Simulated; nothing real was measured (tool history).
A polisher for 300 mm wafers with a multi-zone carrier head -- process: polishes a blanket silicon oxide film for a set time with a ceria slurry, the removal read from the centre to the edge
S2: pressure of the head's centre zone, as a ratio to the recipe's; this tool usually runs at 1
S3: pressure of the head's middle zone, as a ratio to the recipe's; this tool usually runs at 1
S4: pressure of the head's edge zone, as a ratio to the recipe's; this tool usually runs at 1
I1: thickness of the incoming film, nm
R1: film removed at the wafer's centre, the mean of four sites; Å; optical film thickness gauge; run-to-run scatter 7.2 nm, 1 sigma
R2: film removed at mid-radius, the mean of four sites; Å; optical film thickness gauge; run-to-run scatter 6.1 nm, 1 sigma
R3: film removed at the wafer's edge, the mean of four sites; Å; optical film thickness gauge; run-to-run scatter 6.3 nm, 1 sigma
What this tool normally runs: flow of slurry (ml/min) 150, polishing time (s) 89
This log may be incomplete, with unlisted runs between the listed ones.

run 1 hour=0 | flow_of_slurry_(ml/min)=150 S2=1 S3=1 S4=1 polishing_time_(s)=89 | I1=1758.9 | R1=5701 R2=5746 R3=5646
run 2 hour=13.7 | flow_of_slurry_(ml/min)=150 S2=1 S3=1 S4=1 polishing_time_(s)=89 | I1=1743.1 | R1=5674 R2=5582 R3=5620
run 3 hour=29.8 | flow_of_slurry_(ml/min)=150 S2=1 S3=1 S4=1 polishing_time_(s)=89 | I1=1756.5 | R1=5635 R2=5652 R3=5517
run 4 hour=40.6 | flow_of_slurry_(ml/min)=150 S2=1 S3=1 S4=1 polishing_time_(s)=89 | I1=1770 | R1=5807 R2=5652 R3=5577
run 5 hour=49.9 | flow_of_slurry_(ml/min)=150 S2=1 S3=1 S4=1 polishing_time_(s)=89 | I1=1741.3 | R1=5753 R2=5591 R3=5714
run 6 hour=58.3 | flow_of_slurry_(ml/min)=150 S2=1 S3=1 S4=0.96 polishing_time_(s)=89 | I1=1743.8 | R1=5758 R2=5652 R3=5623
run 7 hour=67.8 | flow_of_slurry_(ml/min)=150 S2=1 S3=0.91 S4=1 polishing_time_(s)=89 | I1=1759.2 | R1=5693 R2=5133 R3=5613
run 8 hour=82.2 | flow_of_slurry_(ml/min)=150 S2=1 S3=0.91 S4=1 polishing_time_(s)=89 | I1=1752.6 | R1=5769 R2=5206 R3=5678
-- hour=87.7 worn pad replaced by a new one
-- hour=93.4 edge zone pressure recalibrated
run 9 hour=99.6 | flow_of_slurry_(ml/min)=185 S2=1 S3=1 S4=1 polishing_time_(s)=116 | I1=1756.5 | R1=7650 R2=7453 R3=7657
run 10 hour=107.4 | flow_of_slurry_(ml/min)=150 S2=1 S3=1 S4=1 polishing_time_(s)=89 | I1=1765.4 | R1=5686 R2=5646 R3=5634

Run 11 comes next. What will it give?
run 11 hour=116.7 | flow_of_slurry_(ml/min)=195 S2=1 S3=1 S4=1 polishing_time_(s)=115 | I1=1786.7 | R1=? R2=? R3=?

R1: 7714 Å
R2: 7507 Å
R3: 7306 Å
Minus the tool's unlogged condition, the same run would have read R1 7714 Å, R2 7507 Å, R3 7306 Å.

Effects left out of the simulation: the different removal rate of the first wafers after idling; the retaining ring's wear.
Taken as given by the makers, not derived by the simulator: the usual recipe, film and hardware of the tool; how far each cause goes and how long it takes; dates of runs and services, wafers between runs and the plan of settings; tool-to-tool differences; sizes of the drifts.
